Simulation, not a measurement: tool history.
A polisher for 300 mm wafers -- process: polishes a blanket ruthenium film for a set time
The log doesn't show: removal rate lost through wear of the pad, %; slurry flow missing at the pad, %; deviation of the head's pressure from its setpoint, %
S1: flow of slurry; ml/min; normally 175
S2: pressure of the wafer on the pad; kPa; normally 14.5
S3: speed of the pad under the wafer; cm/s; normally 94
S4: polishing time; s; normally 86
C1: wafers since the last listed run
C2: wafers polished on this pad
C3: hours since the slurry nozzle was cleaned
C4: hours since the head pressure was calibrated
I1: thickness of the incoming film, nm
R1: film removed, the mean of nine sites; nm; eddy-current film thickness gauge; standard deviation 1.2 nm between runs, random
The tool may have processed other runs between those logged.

run    hour   S1    S2   S3   S4    C1    C2     C3      C4     I1     R1
  1     0.0  220  14.5   94  108     0  1867   23.0   354.9  567.7  129.1
  2    78.5  175  14.5  110   86   518  2385  101.5   433.4  555.0  114.1
  3   155.9  175  14.5  110   86   510  2896  178.9   510.8  569.3  113.1
  4   237.6  175  14.5   94   86   539  3435  260.6   592.5  556.3   97.7
      268.4  -- worn pad replaced by a new one
  5   319.5  175  14.5   94   86   514   337  342.5   674.4  558.7   96.1
  6   375.4  175  14.5   94   86   368   706  398.4   730.3  565.6   98.8
  7   437.4  175  14.5   94   86   409  1115  460.4   792.3  552.4   94.8
  8   518.7  175  14.5   94   86   536  1652  541.7   873.6  560.5   92.9
      567.2  -- slurry nozzle cleaned
  9   579.7  175  14.5   94   97   395  2047   12.5   934.6  558.6  115.8
 10   632.1  175  14.5   94   97   345  2393   64.9   987.0  559.2  112.8
      891.8  -- worn pad replaced by a new one
 11   892.3  175  14.5   94   97  1690     3  325.1  1247.2  557.7  109.1
 12   983.3  175  14.5   94   86   600   603  416.1  1338.2  558.3   96.1
 13  1080.6  175  14.5   94   86   642  1245  513.4  1435.5  569.7   94.9
     1116.1  -- head pressure recalibrated
 14  1166.7  200  14.5   76   86   554  1800  599.5    50.6  558.8   79.9
 15  1205.6  200  14.5   76   86   256  2057  638.4    89.5  559.5   78.0
     1262.3  -- slurry nozzle cleaned
 16  1306.2  200  14.5   76   86   657  2714   43.9   190.1  566.6   87.0
 17  1390.4  175  14.5   94   68   555  3270  128.1   274.3  556.6   78.3
 18  1427.0  175  14.5   94   68   241  3512  164.7   310.9  558.5   78.6
 19  1479.8  145  14.5   94   86   348  3860  217.5   363.7  567.4   95.3
     1521.2  -- worn pad replaced by a new one
 20  1544.2  130  14.5  112   86   398   151  281.9   428.1  559.2  103.2
 21  1600.0  175  14.5  102  116   368   520  337.7   483.9  566.9  141.0
 22  1664.6  175  14.5   70   86   426   946  402.3   548.5  560.1   75.5
 23  1757.4  115  14.5  118   94   612  1558  495.1   641.3  558.9  108.1
 24  1831.4  175  14.5   94   86   488  2047  569.1   715.3  558.8   91.9
 25  1870.2  175  14.5   94   86   256  2303  607.9   754.1  548.6   90.0
     1888.8  -- slurry nozzle cleaned
 26  1960.2  150  12.4   62   78   587  2890   71.4   844.1  564.0   55.9
 27  1999.5  175  14.5   84   86   259  3149  110.7   883.4  555.1   91.1
 28  2044.2  175  14.5   94   86   294  3444  155.4   928.1  570.8  100.1
     2108.4  -- worn pad replaced by a new one
     2317.9  -- head pressure recalibrated
 29  2342.6  175  14.5   94   86  1929  1531  453.8    24.7  553.3   93.3
 30  2440.5  175  14.5   94   86   646  2178  551.7   122.6  569.3   90.0
 31  2504.2  175  14.5   94   86   420  2598  615.4   186.3  562.6   89.8
     2557.3  -- slurry nozzle cleaned
 32  2570.5  115  17.9   94   94   430  3029   13.2   252.6  554.4  120.4
 33  2650.8  175  14.5  102  116   529  3559   93.5   332.9  553.4  140.9
 34  2689.9  140  12.4   94   58   258  3817  132.6   372.0  560.4   53.9
     2720.1  -- worn pad replaced by a new one
 35  2792.2  220   9.7   64   86   648   476  234.9   474.3  565.8   50.5
 36  2865.1  205  14.5   94  113   481   957  307.8   547.2  559.6  130.0
 37  2970.4  175   9.7   94  106   694  1651  413.1   652.5  564.3   75.5
 38  3067.9  145  14.5   94   86   643  2295  510.6   750.0  568.3   86.6

For each run, what was the tool's unlogged condition?
removal rate lost through wear of the pad, %: 0 across all the runs
deviation of the head's pressure from its setpoint, %: 0 across all the runs
H1: slurry flow missing at the pad, %
run    H1
  1  2.23
  2  7.11
  3  11.9
  4    17
  5  22.1
  6  25.5
  7  29.4
  8  34.4
  9  2.56
 10  5.81
 11    22
 12  27.6
 13  33.7
 14    39
 15  41.4
 16  8.68
 17  13.9
 18  16.2
 19  19.5
 20  23.5
 21  26.9
 22  30.9
 23  36.7
 24  41.3
 25  43.7
 26  11.2
 27  13.7
 28  16.4
 29    35
 30    41
 31    45
 32  9.45
 33  14.4
 34  16.9
 35  23.2
 36  27.7
 37  34.3
 38  40.3
